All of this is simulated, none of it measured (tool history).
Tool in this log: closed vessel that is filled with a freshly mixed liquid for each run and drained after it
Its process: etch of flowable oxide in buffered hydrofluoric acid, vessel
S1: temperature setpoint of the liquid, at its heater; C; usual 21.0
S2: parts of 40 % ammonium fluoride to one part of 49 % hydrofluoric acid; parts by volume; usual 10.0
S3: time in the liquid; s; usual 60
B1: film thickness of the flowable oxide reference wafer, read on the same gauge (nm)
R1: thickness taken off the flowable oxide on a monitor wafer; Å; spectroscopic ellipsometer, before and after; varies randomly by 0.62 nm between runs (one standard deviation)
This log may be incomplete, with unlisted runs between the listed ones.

run	hour	S1	S2	S3	B1	R1
1	0.0	21.0	10.0	60	69.98	1479.7
2	38.7	21.0	10.0	60	70.02	1476.9
3	104.2	21.0	10.0	60	70.03	1470.8
4	145.2	21.0	10.0	60	69.99	1467.9
# hour 183.2: hydrofluoric acid flow meter replaced
5	196.5	21.0	10.0	60	70.01	1538.8
6	246.6	21.0	10.0	60	69.99	1535.2
7	343.7	21.0	9.0	60	70.03	1639.2
8	427.1	21.0	9.0	60	70.02	1639.5
9	490.4	21.0	10.0	60	70.00	1515.8
# hour 566.3: gauge calibrated
10	576.9	21.0	10.0	60	70.04	1509.4
# hour 642.0: hydrofluoric acid flow meter replaced
11	661.2	21.0	10.0	60	70.02	1558.6
12	723.3	21.0	10.0	60	70.01	1544.3
13	829.8	21.0	10.0	60	70.00	1525.7
14	874.1	21.0	6.0	75	70.05	3049.7
15	966.5	21.0	12.0	40	69.98	845.6
16	1082.6	21.0	10.0	60	70.04	1505.6
# hour 1095.2: hydrofluoric acid flow meter replaced
# hour 1100.4: thermometer replaced
17	1180.6	18.0	12.0	90	70.00	1614.1
18	1229.4	21.0	10.0	60	69.95	1509.2
19	1272.1	21.0	6.5	60	70.02	2256.8
20	1321.1	25.5	12.5	45	70.01	1164.2
21	1383.7	26.0	12.0	45	70.02	1236.0
22	1432.3	21.0	11.0	60	69.99	1365.3
23	1492.6	21.0	10.0	80	70.00	1981.8
24	1551.2	17.0	11.5	70	70.03	1204.7
# hour 1590.2: hydrofluoric acid flow meter replaced
25	1616.8	24.0	8.0	30	70.02	1101.2

Branching from run 25: 5 alternative next runs. What would each branch give?
A	1617.5	21.0	10.0	60	?	?
B	1617.5	25.0	10.0	60	?	?
C	1617.5	17.5	10.0	60	?	?
D	1617.5	19.0	11.5	60	?	?
E	1617.5	17.0	10.0	60	?	?

run	B1	R1
A	70.01	1537.4
B	70.01	1914.3
C	70.01	1262.8
D	70.01	1199.5
E	70.01	1227.4
Stripped of hidden state, with their random variation kept, the same runs would have yielded:
run	R1
A	1532.7
B	1909.0
C	1258.7
D	1195.8
E	1223.3
